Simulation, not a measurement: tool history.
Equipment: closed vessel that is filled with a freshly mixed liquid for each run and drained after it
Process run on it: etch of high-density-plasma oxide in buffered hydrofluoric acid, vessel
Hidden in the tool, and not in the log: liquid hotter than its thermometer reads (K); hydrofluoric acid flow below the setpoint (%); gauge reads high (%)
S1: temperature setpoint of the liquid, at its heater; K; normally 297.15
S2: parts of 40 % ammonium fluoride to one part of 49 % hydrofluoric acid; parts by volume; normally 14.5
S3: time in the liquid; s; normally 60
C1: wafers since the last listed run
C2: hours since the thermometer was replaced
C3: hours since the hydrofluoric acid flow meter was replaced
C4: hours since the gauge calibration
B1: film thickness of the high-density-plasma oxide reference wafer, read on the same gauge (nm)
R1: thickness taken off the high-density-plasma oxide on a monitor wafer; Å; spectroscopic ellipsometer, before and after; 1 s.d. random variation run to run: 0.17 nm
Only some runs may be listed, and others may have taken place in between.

run	hour	S1	S2	S3	C1	C2	C3	C4	B1	R1
1	0	297.15	14.5	60	0	1614.9	1288.4	87.4	150	486
2	7.8	297.15	14.5	60	958	1622.7	1296.2	95.2	150.02	483.8
3	14.8	297.15	14.5	60	859	1629.7	1303.2	102.2	149.98	484
4	32.1	297.15	14.5	40	2125	1647	1320.5	119.5	149.99	320.8
5	46.3	300.15	14.5	80	1744	1661.2	1334.7	133.7	149.99	756.7
6	58.5	297.15	14.5	60	1498	1673.4	1346.9	145.9	149.99	485.6
7	66.4	297.15	14.5	60	970	1681.3	1354.8	153.8	150.02	482
8	82.9	297.15	14.5	75	2027	1697.8	1371.3	170.3	149.99	603.8
9	92.9	297.15	14.5	75	1228	1707.8	1381.3	180.3	149.98	607.1
# hour 103: hydrofluoric acid flow meter replaced
10	103.5	297.15	14.5	60	1179	1718.4	0.5	190.9	149.99	547.3
11	116.7	297.15	12.5	70	1621	1731.6	13.7	204.1	150.02	737.4
# hour 131.7: thermometer replaced
12	132.2	294.65	11	60	1781	0.5	29.2	219.6	149.98	550.3
# hour 137.7: gauge calibrated
13	138.1	298.65	14.5	45	724	6.4	35.1	0.4	150.02	389.8
14	152.1	302.15	12.5	60	1719	20.4	49.1	14.4	150.02	724.9
15	158.5	297.15	12.5	60	786	26.8	55.5	20.8	149.97	557.5
16	171.9	297.15	14.5	60	1646	40.2	68.9	34.2	150.03	482.1
17	182	295.65	11.5	60	1240	50.3	79	44.3	149.95	551.9
18	192.7	297.15	14.5	85	1314	61	89.7	55	150.01	678.5
19	202.5	297.15	14.5	60	1203	70.8	99.5	64.8	149.98	481.2

Consider 4 possible next runs. They are alternatives, not a sequence: every one starts from the tool as it was left by run 19. What does each give?
A	203.2	297.15	14.5	60	85	71.5	100.2	65.5	?	?
B	203.2	294.65	14.5	60	85	71.5	100.2	65.5	?	?
C	203.2	293.15	18	60	85	71.5	100.2	65.5	?	?
D	203.2	297.15	14.5	50	85	71.5	100.2	65.5	?	?

run	B1	R1
A	149.95	481.7
B	149.95	420
C	149.95	312.2
D	149.95	401.5
Without the tool's unlogged condition, the same runs would have read:
run	R1
A	474.9
B	413.9
C	307.6
D	395.8

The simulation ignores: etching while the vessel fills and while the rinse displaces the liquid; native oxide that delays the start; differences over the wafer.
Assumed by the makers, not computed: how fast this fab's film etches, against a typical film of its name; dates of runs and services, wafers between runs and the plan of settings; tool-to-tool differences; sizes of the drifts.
